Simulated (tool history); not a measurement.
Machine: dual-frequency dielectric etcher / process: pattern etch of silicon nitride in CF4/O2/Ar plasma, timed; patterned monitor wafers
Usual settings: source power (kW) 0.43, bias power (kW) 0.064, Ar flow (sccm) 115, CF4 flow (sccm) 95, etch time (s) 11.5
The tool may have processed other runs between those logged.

run	hour	source power (kW)	bias power (kW)	Ar flow (sccm)	CF4 flow (sccm)	etch time (s)	wafers since the last listed run	hours since the last wet clean	hours since the last source power generator calibration	hours since the last bias power generator calibration	hours since the last Ar flow controller change	hours since the last CF4 flow controller change	hours since the last upper electrode change	hours since the gauge calibration	read-back reference wafer on the same gauge, depth_nm	mean etch depth across the wafer (angstrom)
1	0	0.43	0.064	142	75	9.5	0	161.2	4147.2	1761.9	1255.6	128.5	1873	1009.2	19.21	147.8
# hour 13.8: source power generator calibrated
2	26.2	0.33	0.064	104	95	11.5	307	187.4	12.4	1788.1	1281.8	154.7	1899.2	1035.4	19.19	160.3
# hour 46.4: gauge calibrated
3	48.2	0.32	0.064	115	82	11.5	304	209.4	34.4	1810.1	1303.8	176.7	1921.2	1.8	19.2	153.7
4	79.8	0.43	0.064	137	95	11.5	437	241	66	1841.7	1335.4	208.3	1952.8	33.4	19.21	182.9
5	101.3	0.43	0.064	115	107	11.5	297	262.5	87.5	1863.2	1356.9	229.8	1974.3	54.9	19.2	187.5
6	129.4	0.33	0.079	107	79	11.5	389	290.6	115.6	1891.3	1385	257.9	2002.4	83	19.2	168.8
7	144.1	0.32	0.064	115	82	11.5	203	305.3	130.3	1906	1399.7	272.6	2017.1	97.7	19.19	152.8
8	175.5	0.43	0.059	115	95	11.5	434	336.7	161.7	1937.4	1431.1	304	2048.5	129.1	19.2	177.8
9	189.8	0.43	0.064	115	105	10	198	351	176	1951.7	1445.4	318.3	2062.8	143.4	19.21	161.3
10	210.4	0.43	0.064	115	115	11.5	285	371.6	196.6	1972.3	1466	338.9	2083.4	164	19.2	186.6
# hour 258.2: upper electrode replaced
11	258.7	0.43	0.056	131	95	11.5	336	419.9	244.9	2020.6	1514.3	387.2	0.5	212.3	19.21	171.2
12	259	0.35	0.064	115	95	11.5	4	420.2	245.2	2020.9	1514.6	387.5	0.8	212.6	19.18	160
# hour 266.3: Ar flow controller replaced
13	286	0.43	0.064	115	95	11.5	290	447.2	272.2	2047.9	19.7	414.5	27.8	239.6	19.2	183
# hour 294.3: bias power generator calibrated
14	300	0.43	0.064	115	113	11.5	138	461.2	286.2	5.7	33.7	428.5	41.8	253.6	19.2	185.6
15	334.3	0.46	0.064	103	78	9	475	495.5	320.5	40	68	462.8	76.1	287.9	19.2	147.9
16	368.8	0.43	0.054	126	116	11.5	477	530	355	74.5	102.5	497.3	110.6	322.4	19.19	171.5
17	402.2	0.38	0.064	115	95	11.5	462	563.4	388.4	107.9	135.9	530.7	144	355.8	19.19	167.4
18	433.1	0.53	0.077	105	88	11.5	427	594.3	419.3	138.8	166.8	561.6	174.9	386.7	19.19	220.6
# hour 482.1: wet clean of the chamber
19	482.6	0.43	0.052	99	95	11.5	353	0.5	468.8	188.3	216.3	611.1	224.4	436.2	19.21	180.9
20	488.4	0.43	0.064	115	95	11.5	80	6.3	474.6	194.1	222.1	616.9	230.2	442	19.2	192.9

Alternative continuations, all from the tool just after run 20; predict every row:
A	488.8	0.43	0.054	115	95	11.5	5	6.7	475	194.5	222.5	617.3	230.6	442.4	?	?
B	488.8	0.37	0.064	115	95	8.5	5	6.7	475	194.5	222.5	617.3	230.6	442.4	?	?
C	488.8	0.43	0.064	115	109	11.5	5	6.7	475	194.5	222.5	617.3	230.6	442.4	?	?
D	488.8	0.43	0.073	115	114	8.5	5	6.7	475	194.5	222.5	617.3	230.6	442.4	?	?
E	488.8	0.43	0.064	136	95	11.5	5	6.7	475	194.5	222.5	617.3	230.6	442.4	?	?

run	read-back reference wafer on the same gauge, depth_nm	mean etch depth across the wafer (angstrom)
A	19.2	180.5
B	19.2	130
C	19.2	195.5
D	19.2	152.9
E	19.2	189.7
Had the tool no hidden state, the same runs would have come out as:
run	mean etch depth across the wafer (angstrom)
A	178.4
B	128.4
C	193.2
D	151
E	187.4
